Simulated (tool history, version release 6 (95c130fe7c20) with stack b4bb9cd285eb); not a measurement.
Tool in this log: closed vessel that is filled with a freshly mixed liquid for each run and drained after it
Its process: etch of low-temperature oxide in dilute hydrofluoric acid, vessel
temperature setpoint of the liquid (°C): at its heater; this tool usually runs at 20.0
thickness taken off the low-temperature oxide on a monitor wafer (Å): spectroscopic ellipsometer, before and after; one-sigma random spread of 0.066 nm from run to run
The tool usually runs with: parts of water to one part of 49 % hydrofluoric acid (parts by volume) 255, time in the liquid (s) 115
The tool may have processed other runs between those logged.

run,day,temperature setpoint of the liquid (°C),parts of water to one part of 49 % hydrofluoric acid (parts by volume),time in the liquid (s),"read-back film thickness of the low-temperature oxide reference wafer, read on the same gauge (nm)",thickness taken off the low-temperature oxide on a monitor wafer (Å)
1,0.000,20.0,255,115,49.96,78.4
2,0.283,20.0,255,115,50.01,77.0
3,0.796,20.0,255,115,50.02,77.4
4,1.242,20.0,255,115,50.04,77.8
5,1.838,20.0,255,115,49.98,77.7
6,2.262,20.0,255,75,49.98,52.1
7,2.775,20.0,255,155,50.05,105.9
8,3.421,20.0,255,155,49.94,105.3
9,3.804,18.5,255,115,49.99,75.4
10,4.188,20.0,255,115,50.02,78.0
11,4.467,19.0,220,115,49.99,91.4
12,5.104,19.0,220,115,49.97,91.1
13,5.600,20.0,255,115,50.03,79.1
14,5.950,20.0,255,115,49.97,78.6
15,6.221,20.0,255,115,49.99,78.8
16,6.638,20.0,255,135,49.94,94.0
# day 6.862: gauge calibrated
17,7.225,23.0,290,95,50.00,61.2
18,8.242,24.5,310,55,50.00,34.5
19,8.971,20.0,255,140,49.97,95.5
20,9.354,23.0,300,85,50.01,52.8
21,10.083,20.0,160,60,49.98,74.0
22,10.800,20.0,255,65,50.03,45.7
23,11.425,20.0,255,115,50.02,79.7
# day 11.492: hydrofluoric acid flow meter replaced
24,12.175,17.0,370,115,49.98,44.9
# day 12.712: thermometer replaced
25,12.883,25.0,340,55,50.00,28.9
26,13.488,18.0,315,115,49.94,51.9
27,14.371,20.0,255,115,49.98,71.7
28,14.733,20.0,255,115,50.00,72.6
29,15.250,20.0,360,140,49.94,57.9
30,15.804,17.0,155,45,49.98,46.3
31,16.171,20.0,370,115,49.99,45.0

What if the next run were any one of these 4? Each begins from the tool's condition after run 31:
A,16.200,20.0,125,115,?,?
B,16.200,17.0,255,165,?,?
C,16.200,23.5,125,175,?,?
D,16.200,17.0,255,115,?,?

run,"read-back film thickness of the low-temperature oxide reference wafer, read on the same gauge (nm)",thickness taken off the low-temperature oxide on a monitor wafer (Å)
A,50.02,171.9
B,50.02,94.7
C,50.02,300.6
D,50.02,66.0
What these runs would have given with no unlogged condition in the tool:
run,thickness taken off the low-temperature oxide on a monitor wafer (Å)
A,169.8
B,93.6
C,297.0
D,65.2
